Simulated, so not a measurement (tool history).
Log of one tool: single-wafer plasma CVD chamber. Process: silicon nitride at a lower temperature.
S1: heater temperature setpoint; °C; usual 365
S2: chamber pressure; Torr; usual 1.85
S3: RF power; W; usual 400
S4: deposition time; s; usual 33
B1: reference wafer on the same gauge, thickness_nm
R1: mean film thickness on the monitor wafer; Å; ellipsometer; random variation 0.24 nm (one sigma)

run,day,S1,S2,S3,S4,B1,R1
1,0,365,1.85,400,33,44.804,553.48
2,1.692,365,1.85,400,33,44.697,549.85
3,4.121,365,1.85,400,33,44.618,555.03
4,5.367,365,1.85,400,33,44.651,550.16
5,6.583,365,1.64,400,33,44.646,536.55
6,8.158,379,2.3,340,33,44.723,494.17
7,10.833,365,1.85,425,33,44.684,575.57
8,13.45,365,1.42,340,28.8,44.716,392.84
9,15.058,365,1.85,455,33,44.701,607.1
10,17.679,365,2.01,430,34.8,44.658,612.16
11,19.029,351,1.85,355,33,44.636,491.86
12,21.171,355,2.29,360,33,44.739,519.3
13,22.317,365,1.85,400,33,44.706,543.15
# day 24.412: thermocouple changed; heater temperature recalibrated
# day 26.633: capacitance manometer re-zeroed and calibrated
14,30.825,365,1.85,400,33,44.587,540.37
15,32.729,372,2.31,450,33,44.669,616.62
16,34.904,365,1.85,400,33,44.67,540.44
17,35.908,369,2.16,360,33,44.706,508.49
18,38.146,358,1.49,480,27.3,44.709,494.53
# day 39.867: gauge calibrated
19,43.192,377,1.53,400,33,44.626,516.21
20,44.679,365,1.73,400,35.5,44.655,566.7
21,46.592,365,1.85,400,33,44.773,535.13
22,49.246,365,2.28,430,29.1,44.722,524.99
23,50.783,355,1.85,400,39.1,44.707,641.81
24,53.175,361,1.85,425,30.3,44.712,515.82
25,55.3,365,1.85,400,33,44.684,537.77
26,57.812,379,2.19,420,30.2,44.723,524.81
27,58.862,365,1.85,400,33,44.802,535.91
28,59.938,360,1.85,400,36.6,44.691,594.73
29,61.454,365,2.09,400,33,44.606,546.99

3 ways to go on from here, each from the tool as it stands after run 29. What would each give?
A,61.471,365,1.85,400,33,?,?
B,61.471,365,1.85,400,37.2,?,?
C,61.471,376,2.17,445,33,?,?

run,B1,R1
A,44.592,535.83
B,44.592,603.87
C,44.592,599.61
Without the tool's hidden state the same runs would have given:
run,R1
A,557.94
B,628.79
C,623.34
